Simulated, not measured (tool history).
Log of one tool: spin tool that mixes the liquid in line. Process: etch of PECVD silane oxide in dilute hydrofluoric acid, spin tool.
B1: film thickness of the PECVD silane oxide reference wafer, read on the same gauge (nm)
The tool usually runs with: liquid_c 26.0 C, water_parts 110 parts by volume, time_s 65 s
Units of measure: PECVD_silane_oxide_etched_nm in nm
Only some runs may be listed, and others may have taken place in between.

run 1 day=0.000 | liquid_c=26.0 water_parts=75 time_s=65 | B1=139.99 | PECVD_silane_oxide_etched_nm=16.78
run 2 day=1.358 | liquid_c=26.0 water_parts=75 time_s=65 | B1=139.97 | PECVD_silane_oxide_etched_nm=16.70
-- day=2.242 gauge calibrated
run 3 day=2.600 | liquid_c=26.0 water_parts=75 time_s=65 | B1=140.01 | PECVD_silane_oxide_etched_nm=16.54
run 4 day=4.725 | liquid_c=26.0 water_parts=100 time_s=65 | B1=140.02 | PECVD_silane_oxide_etched_nm=12.01
run 5 day=6.875 | liquid_c=26.0 water_parts=125 time_s=90 | B1=140.03 | PECVD_silane_oxide_etched_nm=12.75
run 6 day=9.304 | liquid_c=26.0 water_parts=110 time_s=65 | B1=140.04 | PECVD_silane_oxide_etched_nm=10.62
run 7 day=10.400 | liquid_c=26.0 water_parts=110 time_s=65 | B1=140.02 | PECVD_silane_oxide_etched_nm=10.44
-- day=11.817 hydrofluoric acid flow meter replaced
run 8 day=12.946 | liquid_c=26.0 water_parts=110 time_s=65 | B1=139.99 | PECVD_silane_oxide_etched_nm=11.48
-- day=13.029 thermometer replaced
run 9 day=14.758 | liquid_c=26.0 water_parts=110 time_s=65 | B1=140.01 | PECVD_silane_oxide_etched_nm=11.50
run 10 day=15.858 | liquid_c=26.0 water_parts=110 time_s=65 | B1=139.98 | PECVD_silane_oxide_etched_nm=11.44
run 11 day=18.533 | liquid_c=26.0 water_parts=145 time_s=65 | B1=139.99 | PECVD_silane_oxide_etched_nm=8.28
run 12 day=20.800 | liquid_c=24.0 water_parts=125 time_s=40 | B1=140.05 | PECVD_silane_oxide_etched_nm=5.64
-- day=22.008 gauge calibrated
run 13 day=23.542 | liquid_c=21.5 water_parts=95 time_s=65 | B1=139.99 | PECVD_silane_oxide_etched_nm=11.21
run 14 day=24.958 | liquid_c=26.0 water_parts=110 time_s=65 | B1=139.96 | PECVD_silane_oxide_etched_nm=11.34
run 15 day=26.779 | liquid_c=28.5 water_parts=125 time_s=65 | B1=140.02 | PECVD_silane_oxide_etched_nm=10.69
run 16 day=28.588 | liquid_c=26.0 water_parts=60 time_s=35 | B1=139.99 | PECVD_silane_oxide_etched_nm=11.80
run 17 day=31.250 | liquid_c=30.0 water_parts=65 time_s=25 | B1=139.99 | PECVD_silane_oxide_etched_nm=9.01
run 18 day=32.500 | liquid_c=30.5 water_parts=155 time_s=50 | B1=140.03 | PECVD_silane_oxide_etched_nm=6.76
run 19 day=35.325 | liquid_c=27.5 water_parts=110 time_s=30 | B1=140.02 | PECVD_silane_oxide_etched_nm=5.40

Forecast each of these 3 alternatives for the next run:
run A day=35.342 | liquid_c=26.0 water_parts=110 time_s=65 | B1=? | PECVD_silane_oxide_etched_nm=?
run B day=35.342 | liquid_c=24.0 water_parts=110 time_s=85 | B1=? | PECVD_silane_oxide_etched_nm=?
run C day=35.342 | liquid_c=26.0 water_parts=155 time_s=35 | B1=? | PECVD_silane_oxide_etched_nm=?

run=A B1=139.98 PECVD_silane_oxide_etched_nm=11.03
run=B B1=139.98 PECVD_silane_oxide_etched_nm=13.35
run=C B1=139.98 PECVD_silane_oxide_etched_nm=3.97
What these runs would have given with no unlogged condition in the tool:
run=A PECVD_silane_oxide_etched_nm=12.04
run=B PECVD_silane_oxide_etched_nm=14.56
run=C PECVD_silane_oxide_etched_nm=4.35

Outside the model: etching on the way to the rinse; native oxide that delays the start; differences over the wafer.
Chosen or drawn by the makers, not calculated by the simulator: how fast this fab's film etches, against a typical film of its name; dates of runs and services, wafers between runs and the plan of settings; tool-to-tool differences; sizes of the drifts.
